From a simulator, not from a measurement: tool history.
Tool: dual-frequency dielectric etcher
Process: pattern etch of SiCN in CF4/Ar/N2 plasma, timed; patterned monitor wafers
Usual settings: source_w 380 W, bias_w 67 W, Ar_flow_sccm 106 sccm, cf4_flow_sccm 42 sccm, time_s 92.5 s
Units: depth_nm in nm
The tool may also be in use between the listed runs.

run,hour,source_w,bias_w,Ar_flow_sccm,cf4_flow_sccm,time_s,"read-back reference wafer on the same gauge, depth_nm",depth_nm
1,0,380,60,106,35,92.5,71.3,58.3
2,22.6,380,60,106,35,92.5,71.3,57.8
# hour 52.3: source power generator calibrated
# hour 57: wet clean of the chamber
3,57.5,380,67,106,42,92.5,71.3,60.9
4,68.9,380,67,106,42,92.5,71.4,61.8
5,104.1,380,67,106,42,114,71.4,75.7
6,133.6,380,67,106,42,92.5,71.4,61.8
# hour 176.3: bias power generator calibrated
# hour 190.6: upper electrode replaced, of another model than before
7,236.4,340,74,122,38,92.5,71.4,52.3
8,264.7,420,67,106,42,92.5,71.5,73.8
9,294.5,330,67,106,42,92.5,71.3,47.3
10,308.2,380,67,106,42,92.5,71.5,62.9
11,322.6,380,67,106,46,78.5,71.4,54.5
# hour 346.7: CF4 flow controller replaced
12,350.9,330,73,106,42,71,71.3,38.5
13,381.5,380,75,84,42,92.5,71.3,70.1
# hour 382.2: gauge calibrated
# hour 388.8: Ar flow controller replaced
14,401.7,380,67,106,42,92.5,71.4,63.1
15,429.8,380,67,106,35,82.5,71.4,53.9
16,449.8,380,67,96,42,92.5,71.4,64.1
17,484.7,380,67,106,42,92.5,71.5,63.4
18,503.3,300,67,106,35,92.5,71.5,37
19,521.7,380,67,106,42,92.5,71.4,62.7
20,545.6,380,67,106,36,75.5,71.5,50.3

5 ways to go on from here, each from the tool as it stands after run 20. What would each give?
A,546,380,67,106,42,92.5,?,?
B,546,340,67,106,32,92.5,?,?
C,546,380,67,106,34,92.5,?,?
D,546,330,67,122,42,92.5,?,?
E,546,380,67,117,42,79,?,?

run,"read-back reference wafer on the same gauge, depth_nm",depth_nm
A,71.5,63.7
B,71.5,48.5
C,71.5,60.8
D,71.5,47.1
E,71.5,53.5
Without the tool's hidden state the same runs would have given:
run,depth_nm
A,61.4
B,46.8
C,58.7
D,45.5
E,51.5
